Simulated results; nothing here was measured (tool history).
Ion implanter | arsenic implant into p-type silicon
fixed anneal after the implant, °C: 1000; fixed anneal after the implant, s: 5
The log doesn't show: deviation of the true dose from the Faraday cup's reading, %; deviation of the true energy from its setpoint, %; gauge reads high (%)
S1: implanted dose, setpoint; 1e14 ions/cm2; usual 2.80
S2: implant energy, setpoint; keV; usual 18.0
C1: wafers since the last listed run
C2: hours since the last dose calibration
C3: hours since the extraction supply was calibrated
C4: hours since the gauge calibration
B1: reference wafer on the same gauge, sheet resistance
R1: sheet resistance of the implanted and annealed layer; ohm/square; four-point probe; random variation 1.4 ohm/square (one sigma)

{"run": 1, "hour": 0.0, "S1": 2.8, "S2": 18.0, "C1": 0, "C2": 123.4, "C3": 4478.2, "C4": 1668.5, "B1": 335.75, "R1": 331.49}
{"run": 2, "hour": 56.3, "S1": 2.8, "S2": 18.0, "C1": 698, "C2": 179.7, "C3": 4534.5, "C4": 1724.8, "B1": 335.43, "R1": 332.11}
{"run": 3, "hour": 119.1, "S1": 2.8, "S2": 18.0, "C1": 779, "C2": 242.5, "C3": 4597.3, "C4": 1787.6, "B1": 335.95, "R1": 332.32}
{"run": 4, "hour": 180.2, "S1": 3.4, "S2": 15.5, "C1": 758, "C2": 303.6, "C3": 4658.4, "C4": 1848.7, "B1": 335.95, "R1": 293.95}
{"run": 5, "hour": 219.8, "S1": 2.19, "S2": 18.0, "C1": 491, "C2": 343.2, "C3": 4698.0, "C4": 1888.3, "B1": 335.93, "R1": 395.89}
{"run": 6, "hour": 246.9, "S1": 2.19, "S2": 18.0, "C1": 336, "C2": 370.3, "C3": 4725.1, "C4": 1915.4, "B1": 335.96, "R1": 393.91}
{"run": 7, "hour": 304.7, "S1": 2.8, "S2": 18.0, "C1": 717, "C2": 428.1, "C3": 4782.9, "C4": 1973.2, "B1": 335.6, "R1": 329.49}
{"run": 8, "hour": 376.1, "S1": 2.8, "S2": 18.0, "C1": 886, "C2": 499.5, "C3": 4854.3, "C4": 2044.6, "B1": 336.29, "R1": 330.46}
{"hour": 444.3, "done": "Faraday cup replaced and dose calibrated"}
{"run": 9, "hour": 445.5, "S1": 2.8, "S2": 18.0, "C1": 762, "C2": 1.2, "C3": 4923.7, "C4": 2114.0, "B1": 335.73, "R1": 341.29}
{"run": 10, "hour": 479.0, "S1": 2.8, "S2": 18.0, "C1": 415, "C2": 34.7, "C3": 4957.2, "C4": 2147.5, "B1": 335.58, "R1": 338.16}
{"run": 11, "hour": 545.1, "S1": 3.37, "S2": 18.0, "C1": 820, "C2": 100.8, "C3": 5023.3, "C4": 2213.6, "B1": 336.1, "R1": 292.73}
{"run": 12, "hour": 607.2, "S1": 2.8, "S2": 18.0, "C1": 770, "C2": 162.9, "C3": 5085.4, "C4": 2275.7, "B1": 335.95, "R1": 335.31}
{"run": 13, "hour": 653.8, "S1": 2.8, "S2": 18.0, "C1": 578, "C2": 209.5, "C3": 5132.0, "C4": 2322.3, "B1": 336.38, "R1": 332.22}
{"run": 14, "hour": 705.0, "S1": 3.21, "S2": 18.0, "C1": 635, "C2": 260.7, "C3": 5183.2, "C4": 2373.5, "B1": 335.64, "R1": 298.9}
{"run": 15, "hour": 770.5, "S1": 2.43, "S2": 18.0, "C1": 813, "C2": 326.2, "C3": 5248.7, "C4": 2439.0, "B1": 336.35, "R1": 367.69}
{"run": 16, "hour": 832.4, "S1": 2.8, "S2": 20.5, "C1": 768, "C2": 388.1, "C3": 5310.6, "C4": 2500.9, "B1": 335.88, "R1": 322.28}
{"run": 17, "hour": 900.1, "S1": 3.21, "S2": 22.5, "C1": 840, "C2": 455.8, "C3": 5378.3, "C4": 2568.6, "B1": 336.14, "R1": 289.9}
{"hour": 903.9, "done": "gauge calibrated"}
{"run": 18, "hour": 945.1, "S1": 2.8, "S2": 13.0, "C1": 558, "C2": 500.8, "C3": 5423.3, "C4": 41.2, "B1": 335.83, "R1": 343.24}
{"run": 19, "hour": 970.1, "S1": 3.3, "S2": 24.0, "C1": 310, "C2": 525.8, "C3": 5448.3, "C4": 66.2, "B1": 335.91, "R1": 279.19}
{"hour": 1019.2, "done": "Faraday cup replaced and dose calibrated"}
{"run": 20, "hour": 1033.1, "S1": 2.19, "S2": 23.5, "C1": 682, "C2": 13.9, "C3": 5511.3, "C4": 129.2, "B1": 336.34, "R1": 393.31}
{"run": 21, "hour": 1096.3, "S1": 3.47, "S2": 21.5, "C1": 784, "C2": 77.1, "C3": 5574.5, "C4": 192.4, "B1": 336.17, "R1": 281.66}
{"run": 22, "hour": 1158.2, "S1": 2.8, "S2": 18.0, "C1": 768, "C2": 139.0, "C3": 5636.4, "C4": 254.3, "B1": 335.78, "R1": 333.38}
{"hour": 1186.4, "done": "extraction supply calibrated"}
{"run": 23, "hour": 1219.1, "S1": 2.8, "S2": 18.0, "C1": 656, "C2": 199.9, "C3": 32.7, "C4": 315.2, "B1": 335.99, "R1": 331.32}
{"run": 24, "hour": 1248.6, "S1": 2.8, "S2": 20.0, "C1": 366, "C2": 229.4, "C3": 62.2, "C4": 344.7, "B1": 336.11, "R1": 329.67}
{"run": 25, "hour": 1273.6, "S1": 3.11, "S2": 21.5, "C1": 310, "C2": 254.4, "C3": 87.2, "C4": 369.7, "B1": 336.08, "R1": 298.96}
{"run": 26, "hour": 1311.4, "S1": 2.58, "S2": 15.5, "C1": 469, "C2": 292.2, "C3": 125.0, "C4": 407.5, "B1": 336.15, "R1": 356.96}
{"run": 27, "hour": 1366.2, "S1": 1.98, "S2": 16.0, "C1": 680, "C2": 347.0, "C3": 179.8, "C4": 462.3, "B1": 335.53, "R1": 434.64}
{"run": 28, "hour": 1450.1, "S1": 2.8, "S2": 18.0, "C1": 1041, "C2": 430.9, "C3": 263.7, "C4": 546.2, "B1": 336.07, "R1": 330.91}
{"run": 29, "hour": 1483.4, "S1": 3.48, "S2": 16.0, "C1": 413, "C2": 464.2, "C3": 297.0, "C4": 579.5, "B1": 336.65, "R1": 284.76}
{"hour": 1659.8, "done": "Faraday cup replaced and dose calibrated"}
{"run": 30, "hour": 1687.0, "S1": 3.39, "S2": 13.0, "C1": 2428, "C2": 27.2, "C3": 500.6, "C4": 783.1, "B1": 336.25, "R1": 303.73}
{"run": 31, "hour": 1712.2, "S1": 3.17, "S2": 23.5, "C1": 312, "C2": 52.4, "C3": 525.8, "C4": 808.3, "B1": 336.04, "R1": 295.59}
{"run": 32, "hour": 1760.6, "S1": 3.49, "S2": 24.0, "C1": 600, "C2": 100.8, "C3": 574.2, "C4": 856.7, "B1": 335.83, "R1": 272.65}
{"run": 33, "hour": 1800.9, "S1": 2.8, "S2": 18.0, "C1": 500, "C2": 141.1, "C3": 614.5, "C4": 897.0, "B1": 336.28, "R1": 334.39}
{"run": 34, "hour": 1861.5, "S1": 3.22, "S2": 21.5, "C1": 752, "C2": 201.7, "C3": 675.1, "C4": 957.6, "B1": 335.72, "R1": 292.48}
{"run": 35, "hour": 1922.8, "S1": 2.48, "S2": 22.0, "C1": 760, "C2": 263.0, "C3": 736.4, "C4": 1018.9, "B1": 336.09, "R1": 350.54}
{"run": 36, "hour": 1950.7, "S1": 2.8, "S2": 13.5, "C1": 346, "C2": 290.9, "C3": 764.3, "C4": 1046.8, "B1": 335.8, "R1": 342.1}
{"run": 37, "hour": 2019.3, "S1": 2.41, "S2": 20.5, "C1": 851, "C2": 359.5, "C3": 832.9, "C4": 1115.4, "B1": 336.12, "R1": 360.29}

4 ways to go on from here, each from the tool as it stands after run 37. What would each give?
{"run": "A", "hour": 2019.7, "S1": 2.8, "S2": 15.5, "C1": 4, "C2": 359.9, "C3": 833.3, "C4": 1115.8, "B1": "?", "R1": "?"}
{"run": "B", "hour": 2019.7, "S1": 2.22, "S2": 21.0, "C1": 4, "C2": 359.9, "C3": 833.3, "C4": 1115.8, "B1": "?", "R1": "?"}
{"run": "C", "hour": 2019.7, "S1": 3.34, "S2": 20.0, "C1": 4, "C2": 359.9, "C3": 833.3, "C4": 1115.8, "B1": "?", "R1": "?"}
{"run": "D", "hour": 2019.7, "S1": 3.53, "S2": 15.5, "C1": 4, "C2": 359.9, "C3": 833.3, "C4": 1115.8, "B1": "?", "R1": "?"}

run=A B1=336.05 R1=334.95
run=B B1=336.05 R1=380.99
run=C B1=336.05 R1=284.00
run=D B1=336.05 R1=282.36
Without the tool's hidden state the same runs would have given:
run=A R1=346.80
run=B R1=394.29
run=C R1=293.97
run=D R1=292.18
